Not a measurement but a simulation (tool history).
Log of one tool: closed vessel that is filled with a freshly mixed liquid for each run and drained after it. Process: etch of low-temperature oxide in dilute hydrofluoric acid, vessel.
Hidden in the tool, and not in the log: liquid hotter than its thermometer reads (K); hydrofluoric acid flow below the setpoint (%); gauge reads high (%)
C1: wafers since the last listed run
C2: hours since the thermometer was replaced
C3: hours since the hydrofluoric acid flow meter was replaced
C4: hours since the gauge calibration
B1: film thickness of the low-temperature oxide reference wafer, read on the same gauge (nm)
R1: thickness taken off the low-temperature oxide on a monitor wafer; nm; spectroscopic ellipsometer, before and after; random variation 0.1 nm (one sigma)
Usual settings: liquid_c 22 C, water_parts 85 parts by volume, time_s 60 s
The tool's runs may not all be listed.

{"run": 1, "hour": 0.0, "liquid_c": 19, "water_parts": 85, "time_s": 60, "C1": 0, "C2": 751.9, "C3": 602.4, "C4": 2407.5, "B1": 139.97, "R1": 21.43}
{"run": 2, "hour": 39.2, "liquid_c": 22, "water_parts": 85, "time_s": 60, "C1": 5264, "C2": 791.1, "C3": 641.6, "C4": 2446.7, "B1": 139.99, "R1": 24.27}
{"run": 3, "hour": 104.5, "liquid_c": 22, "water_parts": 85, "time_s": 60, "C1": 8769, "C2": 856.4, "C3": 706.9, "C4": 2512.0, "B1": 140.0, "R1": 24.35}
{"run": 4, "hour": 142.2, "liquid_c": 22, "water_parts": 85, "time_s": 60, "C1": 5063, "C2": 894.1, "C3": 744.6, "C4": 2549.7, "B1": 139.99, "R1": 24.25}
{"run": 5, "hour": 190.4, "liquid_c": 22, "water_parts": 85, "time_s": 60, "C1": 6473, "C2": 942.3, "C3": 792.8, "C4": 2597.9, "B1": 140.02, "R1": 24.32}
{"hour": 206.1, "done": "thermometer replaced"}
{"run": 6, "hour": 262.3, "liquid_c": 22, "water_parts": 85, "time_s": 60, "C1": 9521, "C2": 56.2, "C3": 864.7, "C4": 2669.8, "B1": 139.99, "R1": 23.44}
{"run": 7, "hour": 314.8, "liquid_c": 22, "water_parts": 85, "time_s": 60, "C1": 7050, "C2": 108.7, "C3": 917.2, "C4": 2722.3, "B1": 140.05, "R1": 23.28}
{"run": 8, "hour": 376.6, "liquid_c": 22, "water_parts": 85, "time_s": 60, "C1": 8299, "C2": 170.5, "C3": 979.0, "C4": 2784.1, "B1": 140.0, "R1": 23.34}
{"run": 9, "hour": 467.1, "liquid_c": 22, "water_parts": 85, "time_s": 60, "C1": 12153, "C2": 261.0, "C3": 1069.5, "C4": 2874.6, "B1": 140.01, "R1": 23.28}
{"hour": 471.2, "done": "gauge calibrated"}
{"run": 10, "hour": 502.1, "liquid_c": 22, "water_parts": 85, "time_s": 35, "C1": 4700, "C2": 296.0, "C3": 1104.5, "C4": 30.9, "B1": 140.01, "R1": 13.75}
{"hour": 587.5, "done": "hydrofluoric acid flow meter replaced"}
{"run": 11, "hour": 662.6, "liquid_c": 22, "water_parts": 85, "time_s": 35, "C1": 21420, "C2": 456.5, "C3": 75.1, "C4": 191.4, "B1": 140.0, "R1": 14.05}
{"run": 12, "hour": 708.1, "liquid_c": 17, "water_parts": 105, "time_s": 80, "C1": 6110, "C2": 502.0, "C3": 120.6, "C4": 236.9, "B1": 140.03, "R1": 20.79}
{"run": 13, "hour": 770.9, "liquid_c": 22, "water_parts": 85, "time_s": 60, "C1": 8433, "C2": 564.8, "C3": 183.4, "C4": 299.7, "B1": 140.04, "R1": 24.21}
{"run": 14, "hour": 837.6, "liquid_c": 25, "water_parts": 85, "time_s": 60, "C1": 8957, "C2": 631.5, "C3": 250.1, "C4": 366.4, "B1": 140.02, "R1": 27.39}
{"run": 15, "hour": 879.8, "liquid_c": 19, "water_parts": 85, "time_s": 60, "C1": 5667, "C2": 673.7, "C3": 292.3, "C4": 408.6, "B1": 140.02, "R1": 21.62}
{"run": 16, "hour": 950.5, "liquid_c": 22, "water_parts": 100, "time_s": 50, "C1": 9494, "C2": 744.4, "C3": 363.0, "C4": 479.3, "B1": 139.96, "R1": 17.06}

The next listed run, before its measurement:
{"run": 17, "hour": 1014.0, "liquid_c": 22, "water_parts": 100, "time_s": 60, "C1": 8527, "C2": 807.9, "C3": 426.5, "C4": 542.8, "B1": "?", "R1": "?"}

{"run 17": {"B1": 140.01, "R1": 20.38}}
Without the tool's hidden state the same run would have given R1 19.88 nm.

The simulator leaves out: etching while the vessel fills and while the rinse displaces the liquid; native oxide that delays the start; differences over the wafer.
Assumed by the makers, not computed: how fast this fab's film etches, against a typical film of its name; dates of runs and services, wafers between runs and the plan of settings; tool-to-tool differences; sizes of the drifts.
